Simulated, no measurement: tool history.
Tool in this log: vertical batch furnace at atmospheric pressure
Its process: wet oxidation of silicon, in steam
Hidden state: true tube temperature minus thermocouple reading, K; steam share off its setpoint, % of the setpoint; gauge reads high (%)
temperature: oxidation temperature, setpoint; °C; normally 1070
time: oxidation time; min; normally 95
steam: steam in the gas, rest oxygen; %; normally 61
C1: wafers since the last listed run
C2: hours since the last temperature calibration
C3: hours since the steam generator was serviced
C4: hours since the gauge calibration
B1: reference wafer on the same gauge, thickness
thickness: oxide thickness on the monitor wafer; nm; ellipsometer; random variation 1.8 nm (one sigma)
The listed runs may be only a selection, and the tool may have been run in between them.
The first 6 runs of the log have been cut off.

run 7 hour=150.1 | temperature=1070 time=95 steam=61 | C1=185 C2=2524.7 C3=2566.3 C4=624.7 | B1=689.88 | thickness=571.88
run 8 hour=184.1 | temperature=1070 time=95 steam=61 | C1=225 C2=2558.7 C3=2600.3 C4=658.7 | B1=689.74 | thickness=569.65
run 9 hour=208.6 | temperature=1070 time=95 steam=61 | C1=162 C2=2583.2 C3=2624.8 C4=683.2 | B1=690.18 | thickness=573.77
run 10 hour=226.6 | temperature=1070 time=95 steam=61 | C1=119 C2=2601.2 C3=2642.8 C4=701.2 | B1=690.02 | thickness=572.61
run 11 hour=244 | temperature=1070 time=95 steam=61 | C1=115 C2=2618.6 C3=2660.2 C4=718.6 | B1=690.02 | thickness=572.25
run 12 hour=259.3 | temperature=1070 time=95 steam=61 | C1=101 C2=2633.9 C3=2675.5 C4=733.9 | B1=690.18 | thickness=570.82
run 13 hour=278.5 | temperature=1070 time=95 steam=61 | C1=127 C2=2653.1 C3=2694.7 C4=753.1 | B1=689.94 | thickness=571.79
run 14 hour=303.7 | temperature=1083 time=95 steam=61 | C1=167 C2=2678.3 C3=2719.9 C4=778.3 | B1=690 | thickness=602.88
run 15 hour=323.1 | temperature=1070 time=95 steam=61 | C1=128 C2=2697.7 C3=2739.3 C4=797.7 | B1=689.83 | thickness=575.59
run 16 hour=342.4 | temperature=1070 time=95 steam=61 | C1=127 C2=2717 C3=2758.6 C4=817 | B1=690.02 | thickness=574.09
-- hour=352 gauge calibrated
run 17 hour=367.6 | temperature=1070 time=95 steam=61 | C1=167 C2=2742.2 C3=2783.8 C4=15.6 | B1=690.28 | thickness=570.88
run 18 hour=398.2 | temperature=1070 time=95 steam=61 | C1=202 C2=2772.8 C3=2814.4 C4=46.2 | B1=689.84 | thickness=569.96
run 19 hour=427 | temperature=1070 time=63.5 steam=61 | C1=190 C2=2801.6 C3=2843.2 C4=75 | B1=689.72 | thickness=451.31
-- hour=478.5 steam generator serviced
run 20 hour=479 | temperature=1070 time=95 steam=64 | C1=185 C2=2853.6 C3=0.5 C4=127 | B1=689.48 | thickness=609.55
run 21 hour=485.2 | temperature=1046 time=95 steam=66 | C1=18 C2=2859.8 C3=6.7 C4=133.2 | B1=689.54 | thickness=552.31
-- hour=505.7 thermocouples replaced and temperature profile calibrated
run 22 hour=506.2 | temperature=1078 time=95 steam=61 | C1=3 C2=0.5 C3=27.7 C4=154.2 | B1=690.14 | thickness=611.95
run 23 hour=528 | temperature=1070 time=95 steam=61 | C1=144 C2=22.3 C3=49.5 C4=176 | B1=690.52 | thickness=591.21
run 24 hour=549.8 | temperature=1070 time=95 steam=72 | C1=144 C2=44.1 C3=71.3 C4=197.8 | B1=689.99 | thickness=647.65
run 25 hour=564.4 | temperature=1070 time=95 steam=56 | C1=96 C2=58.7 C3=85.9 C4=212.4 | B1=690.13 | thickness=565.59
run 26 hour=596.4 | temperature=1070 time=51 steam=61 | C1=212 C2=90.7 C3=117.9 C4=244.4 | B1=689.8 | thickness=410.04
run 27 hour=611.4 | temperature=1070 time=95 steam=61 | C1=99 C2=105.7 C3=132.9 C4=259.4 | B1=690.2 | thickness=590.89
run 28 hour=629.5 | temperature=1056 time=95 steam=54 | C1=120 C2=123.8 C3=151 C4=277.5 | B1=689.99 | thickness=519.04

Forecast run 29:
run 29 hour=645.3 | temperature=1053 time=116 steam=56 | C1=104 C2=139.6 C3=166.8 C4=293.3 | B1=? | thickness=?

B1: 689.83
thickness: 582.65 nm
Minus the tool's unlogged condition, the same run would have read thickness 591.11 nm.
